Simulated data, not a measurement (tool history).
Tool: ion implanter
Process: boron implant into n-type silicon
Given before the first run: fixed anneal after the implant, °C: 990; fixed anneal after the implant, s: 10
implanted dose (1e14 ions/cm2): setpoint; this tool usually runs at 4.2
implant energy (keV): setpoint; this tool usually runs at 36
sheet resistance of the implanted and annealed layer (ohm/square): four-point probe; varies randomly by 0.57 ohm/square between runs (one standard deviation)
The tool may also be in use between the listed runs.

run,day,implanted dose (1e14 ions/cm2),implant energy (keV),"read-back reference wafer on the same gauge, sheet resistance",sheet resistance of the implanted and annealed layer (ohm/square)
1,0,4.2,36,288.2,251.22
2,0.262,3.34,36,287.7,297.84
3,0.679,3.34,36,287.87,297.8
4,1.354,4.2,36,288.06,251.96
5,2.05,4.2,36,287.94,251.01
6,2.496,4.2,36,287.97,251.61
7,3.004,4.2,36,287.82,252.06
8,3.567,4.2,36,288.03,251.92
9,4.354,4.2,36,288.08,253
# day 4.542: gauge calibrated
10,4.958,4.2,36,287.99,252.03
11,5.367,4.2,36,287.85,253.65
12,5.688,4.2,36,288.11,251.42
# day 6.158: Faraday cup replaced and dose calibrated
# day 6.667: extraction supply calibrated
13,6.688,3.82,39.5,287.81,262.19
14,6.85,4.2,24.5,288.04,253.43
15,7.179,4.2,36,287.92,246.03
16,7.446,3.06,36,287.89,313.76
17,8.154,4.2,36,287.85,247.71
18,8.8,3,36,287.76,317.26
19,9.417,3.56,31,288.07,283.69
20,9.817,4.79,25,288.17,229.52
21,10.267,5.09,36,287.86,213.42
22,10.571,3.05,30,287.77,320
23,11.117,4.2,36,287.92,247.88
24,11.729,4.2,36,288.14,247.11

For each run, the measured value with the value that run would have given without the tool's hidden condition subtracted. The run-to-run variation is shared by both, the gauge scatter possibly not:
The hidden state here: deviation of the true dose from the Faraday cup's reading, %; deviation of the true energy from its setpoint, %; gauge reads high (%).
run,sheet resistance of the implanted and annealed layer (ohm/square)
1,+6.36
2,+7.36
3,+7.48
4,+6.71
5,+6.85
6,+6.98
7,+7.11
8,+7.24
9,+7.47
10,+7.58
11,+7.74
12,+7.74
13,+1.69
14,+1.74
15,+1.74
16,+2.2
17,+1.98
18,+2.61
19,+2.58
20,+2.28
21,+2.2
22,+3.22
23,+2.69
24,+2.83
